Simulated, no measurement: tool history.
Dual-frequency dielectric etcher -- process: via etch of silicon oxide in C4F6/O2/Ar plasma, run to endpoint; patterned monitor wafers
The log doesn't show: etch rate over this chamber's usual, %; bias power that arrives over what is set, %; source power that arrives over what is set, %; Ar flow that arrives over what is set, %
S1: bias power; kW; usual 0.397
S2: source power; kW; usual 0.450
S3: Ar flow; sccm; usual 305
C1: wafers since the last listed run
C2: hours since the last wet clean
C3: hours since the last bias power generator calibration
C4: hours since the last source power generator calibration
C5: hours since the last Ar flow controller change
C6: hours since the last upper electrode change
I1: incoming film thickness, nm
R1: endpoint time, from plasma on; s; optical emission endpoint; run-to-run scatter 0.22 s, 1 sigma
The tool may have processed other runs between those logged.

{"run": 1, "hour": 0.0, "S1": 0.448, "S2": 0.45, "S3": 305, "C1": 0, "C2": 43.5, "C3": 4671.4, "C4": 3296.1, "C5": 1728.3, "C6": 2405.6, "I1": 130.6, "R1": 27.0}
{"run": 2, "hour": 33.9, "S1": 0.448, "S2": 0.45, "S3": 305, "C1": 537, "C2": 77.4, "C3": 4705.3, "C4": 3330.0, "C5": 1762.2, "C6": 2439.5, "I1": 133.1, "R1": 27.6}
{"run": 3, "hour": 51.5, "S1": 0.397, "S2": 0.45, "S3": 305, "C1": 278, "C2": 95.0, "C3": 4722.9, "C4": 3347.6, "C5": 1779.8, "C6": 2457.1, "I1": 131.2, "R1": 28.2}
{"hour": 57.3, "done": "source power generator calibrated"}
{"run": 4, "hour": 82.8, "S1": 0.397, "S2": 0.45, "S3": 305, "C1": 432, "C2": 126.3, "C3": 4754.2, "C4": 25.5, "C5": 1811.1, "C6": 2488.4, "I1": 132.7, "R1": 28.9}
{"run": 5, "hour": 97.2, "S1": 0.397, "S2": 0.45, "S3": 305, "C1": 228, "C2": 140.7, "C3": 4768.6, "C4": 39.9, "C5": 1825.5, "C6": 2502.8, "I1": 133.8, "R1": 29.1}
{"run": 6, "hour": 125.3, "S1": 0.397, "S2": 0.45, "S3": 305, "C1": 445, "C2": 168.8, "C3": 4796.7, "C4": 68.0, "C5": 1853.6, "C6": 2530.9, "I1": 133.6, "R1": 29.5}
{"run": 7, "hour": 155.5, "S1": 0.397, "S2": 0.41, "S3": 305, "C1": 478, "C2": 199.0, "C3": 4826.9, "C4": 98.2, "C5": 1883.8, "C6": 2561.1, "I1": 131.9, "R1": 29.7}
{"run": 8, "hour": 218.8, "S1": 0.488, "S2": 0.34, "S3": 265, "C1": 1003, "C2": 262.3, "C3": 4890.2, "C4": 161.5, "C5": 1947.1, "C6": 2624.4, "I1": 132.1, "R1": 30.1}
{"run": 9, "hour": 250.0, "S1": 0.363, "S2": 0.42, "S3": 305, "C1": 494, "C2": 293.5, "C3": 4921.4, "C4": 192.7, "C5": 1978.3, "C6": 2655.6, "I1": 131.8, "R1": 30.7}
{"run": 10, "hour": 262.7, "S1": 0.397, "S2": 0.45, "S3": 305, "C1": 201, "C2": 306.2, "C3": 4934.1, "C4": 205.4, "C5": 1991.0, "C6": 2668.3, "I1": 132.4, "R1": 29.5}
{"run": 11, "hour": 286.1, "S1": 0.397, "S2": 0.35, "S3": 305, "C1": 370, "C2": 329.6, "C3": 4957.5, "C4": 228.8, "C5": 2014.4, "C6": 2691.7, "I1": 131.3, "R1": 31.8}
{"run": 12, "hour": 315.5, "S1": 0.366, "S2": 0.53, "S3": 305, "C1": 465, "C2": 359.0, "C3": 4986.9, "C4": 258.2, "C5": 2043.8, "C6": 2721.1, "I1": 133.5, "R1": 28.9}
{"run": 13, "hour": 346.6, "S1": 0.397, "S2": 0.45, "S3": 305, "C1": 492, "C2": 390.1, "C3": 5018.0, "C4": 289.3, "C5": 2074.9, "C6": 2752.2, "I1": 131.9, "R1": 29.6}
{"run": 14, "hour": 360.9, "S1": 0.464, "S2": 0.45, "S3": 305, "C1": 226, "C2": 404.4, "C3": 5032.3, "C4": 303.6, "C5": 2089.2, "C6": 2766.5, "I1": 131.5, "R1": 27.9}
{"hour": 390.9, "done": "upper electrode replaced"}
{"run": 15, "hour": 391.5, "S1": 0.464, "S2": 0.45, "S3": 305, "C1": 104, "C2": 435.0, "C3": 5062.9, "C4": 334.2, "C5": 2119.8, "C6": 0.6, "I1": 132.2, "R1": 28.2}
{"hour": 400.2, "done": "bias power generator calibrated"}
{"run": 16, "hour": 421.3, "S1": 0.353, "S2": 0.5, "S3": 236, "C1": 408, "C2": 464.8, "C3": 21.1, "C4": 364.0, "C5": 2149.6, "C6": 30.4, "I1": 133.5, "R1": 29.3}
{"hour": 461.7, "done": "wet clean of the chamber"}
{"run": 17, "hour": 462.2, "S1": 0.397, "S2": 0.45, "S3": 305, "C1": 267, "C2": 0.5, "C3": 62.0, "C4": 404.9, "C5": 2190.5, "C6": 71.3, "I1": 132.7, "R1": 28.0}
{"run": 18, "hour": 476.0, "S1": 0.437, "S2": 0.5, "S3": 348, "C1": 218, "C2": 14.3, "C3": 75.8, "C4": 418.7, "C5": 2204.3, "C6": 85.1, "I1": 133.0, "R1": 26.8}
{"hour": 487.3, "done": "Ar flow controller replaced"}
{"run": 19, "hour": 505.9, "S1": 0.366, "S2": 0.54, "S3": 243, "C1": 378, "C2": 44.2, "C3": 105.7, "C4": 448.6, "C5": 18.6, "C6": 115.0, "I1": 133.0, "R1": 27.1}
{"run": 20, "hour": 540.7, "S1": 0.397, "S2": 0.54, "S3": 337, "C1": 551, "C2": 79.0, "C3": 140.5, "C4": 483.4, "C5": 53.4, "C6": 149.8, "I1": 131.7, "R1": 26.6}
{"run": 21, "hour": 573.7, "S1": 0.397, "S2": 0.45, "S3": 332, "C1": 523, "C2": 112.0, "C3": 173.5, "C4": 516.4, "C5": 86.4, "C6": 182.8, "I1": 132.1, "R1": 28.7}
{"run": 22, "hour": 590.1, "S1": 0.397, "S2": 0.54, "S3": 305, "C1": 259, "C2": 128.4, "C3": 189.9, "C4": 532.8, "C5": 102.8, "C6": 199.2, "I1": 132.4, "R1": 26.7}
{"run": 23, "hour": 614.8, "S1": 0.397, "S2": 0.45, "S3": 305, "C1": 391, "C2": 153.1, "C3": 214.6, "C4": 557.5, "C5": 127.5, "C6": 223.9, "I1": 132.3, "R1": 28.7}
{"run": 24, "hour": 649.5, "S1": 0.306, "S2": 0.55, "S3": 285, "C1": 550, "C2": 187.8, "C3": 249.3, "C4": 592.2, "C5": 162.2, "C6": 258.6, "I1": 130.8, "R1": 28.2}
{"run": 25, "hour": 680.1, "S1": 0.397, "S2": 0.35, "S3": 326, "C1": 485, "C2": 218.4, "C3": 279.9, "C4": 622.8, "C5": 192.8, "C6": 289.2, "I1": 132.4, "R1": 31.8}
{"run": 26, "hour": 703.9, "S1": 0.397, "S2": 0.45, "S3": 328, "C1": 377, "C2": 242.2, "C3": 303.7, "C4": 646.6, "C5": 216.6, "C6": 313.0, "I1": 131.8, "R1": 28.8}
{"run": 27, "hour": 719.4, "S1": 0.397, "S2": 0.45, "S3": 305, "C1": 245, "C2": 257.7, "C3": 319.2, "C4": 662.1, "C5": 232.1, "C6": 328.5, "I1": 132.5, "R1": 29.4}
{"run": 28, "hour": 746.6, "S1": 0.397, "S2": 0.45, "S3": 345, "C1": 431, "C2": 284.9, "C3": 346.4, "C4": 689.3, "C5": 259.3, "C6": 355.7, "I1": 131.8, "R1": 29.3}
{"run": 29, "hour": 780.8, "S1": 0.397, "S2": 0.45, "S3": 377, "C1": 542, "C2": 319.1, "C3": 380.6, "C4": 723.5, "C5": 293.5, "C6": 389.9, "I1": 132.6, "R1": 29.9}

4 ways to go on from here, each from the tool as it stands after run 29. What would each give?
{"run": "A", "hour": 781.2, "S1": 0.397, "S2": 0.45, "S3": 305, "C1": 6, "C2": 319.5, "C3": 381.0, "C4": 723.9, "C5": 293.9, "C6": 390.3, "I1": 133.2, "R1": "?"}
{"run": "B", "hour": 781.2, "S1": 0.397, "S2": 0.54, "S3": 262, "C1": 6, "C2": 319.5, "C3": 381.0, "C4": 723.9, "C5": 293.9, "C6": 390.3, "I1": 133.2, "R1": "?"}
{"run": "C", "hour": 781.2, "S1": 0.397, "S2": 0.45, "S3": 362, "C1": 6, "C2": 319.5, "C3": 381.0, "C4": 723.9, "C5": 293.9, "C6": 390.3, "I1": 133.2, "R1": "?"}
{"run": "D", "hour": 781.2, "S1": 0.459, "S2": 0.51, "S3": 328, "C1": 6, "C2": 319.5, "C3": 381.0, "C4": 723.9, "C5": 293.9, "C6": 390.3, "I1": 133.2, "R1": "?"}

run=A R1=29.8
run=B R1=27.5
run=C R1=30.2
run=D R1=27.4
The same runs, with their run-to-run variation unchanged, on a tool lacking any hidden condition would have given:
run=A R1=29.0
run=B R1=26.8
run=C R1=29.4
run=D R1=26.6
